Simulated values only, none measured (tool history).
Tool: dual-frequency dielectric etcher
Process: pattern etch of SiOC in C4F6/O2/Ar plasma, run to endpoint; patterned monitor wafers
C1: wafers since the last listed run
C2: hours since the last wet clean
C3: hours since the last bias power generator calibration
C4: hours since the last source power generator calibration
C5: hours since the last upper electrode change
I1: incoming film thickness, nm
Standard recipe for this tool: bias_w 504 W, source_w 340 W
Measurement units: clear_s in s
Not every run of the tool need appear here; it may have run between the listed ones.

{"run": 1, "hour": 0.0, "bias_w": 504, "source_w": 340, "C1": 0, "C2": 108.0, "C3": 4357.7, "C4": 1699.2, "C5": 1956.1, "I1": 42.58, "clear_s": 16.1}
{"run": 2, "hour": 84.1, "bias_w": 504, "source_w": 340, "C1": 868, "C2": 192.1, "C3": 4441.8, "C4": 1783.3, "C5": 2040.2, "I1": 42.38, "clear_s": 16.1}
{"run": 3, "hour": 159.4, "bias_w": 504, "source_w": 340, "C1": 778, "C2": 267.4, "C3": 4517.1, "C4": 1858.6, "C5": 2115.5, "I1": 42.75, "clear_s": 16.2}
{"run": 4, "hour": 227.6, "bias_w": 593, "source_w": 310, "C1": 704, "C2": 335.6, "C3": 4585.3, "C4": 1926.8, "C5": 2183.7, "I1": 42.7, "clear_s": 16.1}
{"run": 5, "hour": 267.0, "bias_w": 504, "source_w": 340, "C1": 407, "C2": 375.0, "C3": 4624.7, "C4": 1966.2, "C5": 2223.1, "I1": 42.15, "clear_s": 16.1}
{"run": 6, "hour": 323.2, "bias_w": 504, "source_w": 340, "C1": 580, "C2": 431.2, "C3": 4680.9, "C4": 2022.4, "C5": 2279.3, "I1": 42.25, "clear_s": 16.3}
{"hour": 420.9, "done": "wet clean of the chamber"}
{"run": 7, "hour": 423.1, "bias_w": 504, "source_w": 380, "C1": 784, "C2": 2.2, "C3": 4780.8, "C4": 2122.3, "C5": 2379.2, "I1": 42.36, "clear_s": 15.8}
{"run": 8, "hour": 489.4, "bias_w": 504, "source_w": 380, "C1": 685, "C2": 68.5, "C3": 4847.1, "C4": 2188.6, "C5": 2445.5, "I1": 42.74, "clear_s": 15.9}
{"hour": 521.6, "done": "bias power generator calibrated"}
{"run": 9, "hour": 543.1, "bias_w": 536, "source_w": 340, "C1": 513, "C2": 122.2, "C3": 21.5, "C4": 2242.3, "C5": 2499.2, "I1": 42.51, "clear_s": 16.4}
{"hour": 618.0, "done": "wet clean of the chamber, repeated, since the last time left the tool worse"}
{"run": 10, "hour": 626.6, "bias_w": 416, "source_w": 290, "C1": 614, "C2": 8.6, "C3": 105.0, "C4": 2325.8, "C5": 2582.7, "I1": 43.35, "clear_s": 18.4}
{"hour": 655.8, "done": "upper electrode replaced"}
{"run": 11, "hour": 664.8, "bias_w": 612, "source_w": 280, "C1": 146, "C2": 46.8, "C3": 143.2, "C4": 2364.0, "C5": 9.0, "I1": 41.82, "clear_s": 16.1}
{"hour": 678.7, "done": "source power generator calibrated"}
{"run": 12, "hour": 728.3, "bias_w": 619, "source_w": 340, "C1": 614, "C2": 110.3, "C3": 206.7, "C4": 49.6, "C5": 72.5, "I1": 42.27, "clear_s": 15.0}
{"run": 13, "hour": 816.4, "bias_w": 414, "source_w": 320, "C1": 910, "C2": 198.4, "C3": 294.8, "C4": 137.7, "C5": 160.6, "I1": 42.68, "clear_s": 17.6}
{"run": 14, "hour": 864.7, "bias_w": 504, "source_w": 340, "C1": 499, "C2": 246.7, "C3": 343.1, "C4": 186.0, "C5": 208.9, "I1": 42.18, "clear_s": 16.0}
{"run": 15, "hour": 922.4, "bias_w": 504, "source_w": 290, "C1": 596, "C2": 304.4, "C3": 400.8, "C4": 243.7, "C5": 266.6, "I1": 42.21, "clear_s": 17.2}
{"run": 16, "hour": 961.2, "bias_w": 504, "source_w": 280, "C1": 400, "C2": 343.2, "C3": 439.6, "C4": 282.5, "C5": 305.4, "I1": 42.68, "clear_s": 17.7}
{"run": 17, "hour": 1068.9, "bias_w": 504, "source_w": 340, "C1": 1112, "C2": 450.9, "C3": 547.3, "C4": 390.2, "C5": 413.1, "I1": 42.65, "clear_s": 16.3}
{"hour": 1096.1, "done": "wet clean of the chamber"}
{"run": 18, "hour": 1131.2, "bias_w": 593, "source_w": 310, "C1": 395, "C2": 35.1, "C3": 609.6, "C4": 452.5, "C5": 475.4, "I1": 41.98, "clear_s": 15.6}

Forecast each of these 5 alternatives for the next run:
{"run": "A", "hour": 1131.6, "bias_w": 504, "source_w": 340, "C1": 4, "C2": 35.5, "C3": 610.0, "C4": 452.9, "C5": 475.8, "I1": 42.2, "clear_s": "?"}
{"run": "B", "hour": 1131.6, "bias_w": 458, "source_w": 390, "C1": 4, "C2": 35.5, "C3": 610.0, "C4": 452.9, "C5": 475.8, "I1": 42.2, "clear_s": "?"}
{"run": "C", "hour": 1131.6, "bias_w": 434, "source_w": 340, "C1": 4, "C2": 35.5, "C3": 610.0, "C4": 452.9, "C5": 475.8, "I1": 42.2, "clear_s": "?"}
{"run": "D", "hour": 1131.6, "bias_w": 414, "source_w": 270, "C1": 4, "C2": 35.5, "C3": 610.0, "C4": 452.9, "C5": 475.8, "I1": 42.2, "clear_s": "?"}
{"run": "E", "hour": 1131.6, "bias_w": 602, "source_w": 340, "C1": 4, "C2": 35.5, "C3": 610.0, "C4": 452.9, "C5": 475.8, "I1": 42.2, "clear_s": "?"}

run=A clear_s=16.0
run=B clear_s=15.5
run=C clear_s=16.7
run=D clear_s=18.6
run=E clear_s=15.1
What these runs would have given with no unlogged condition in the tool:
run=A clear_s=15.9
run=B clear_s=15.5
run=C clear_s=16.6
run=D clear_s=18.6
run=E clear_s=15.1

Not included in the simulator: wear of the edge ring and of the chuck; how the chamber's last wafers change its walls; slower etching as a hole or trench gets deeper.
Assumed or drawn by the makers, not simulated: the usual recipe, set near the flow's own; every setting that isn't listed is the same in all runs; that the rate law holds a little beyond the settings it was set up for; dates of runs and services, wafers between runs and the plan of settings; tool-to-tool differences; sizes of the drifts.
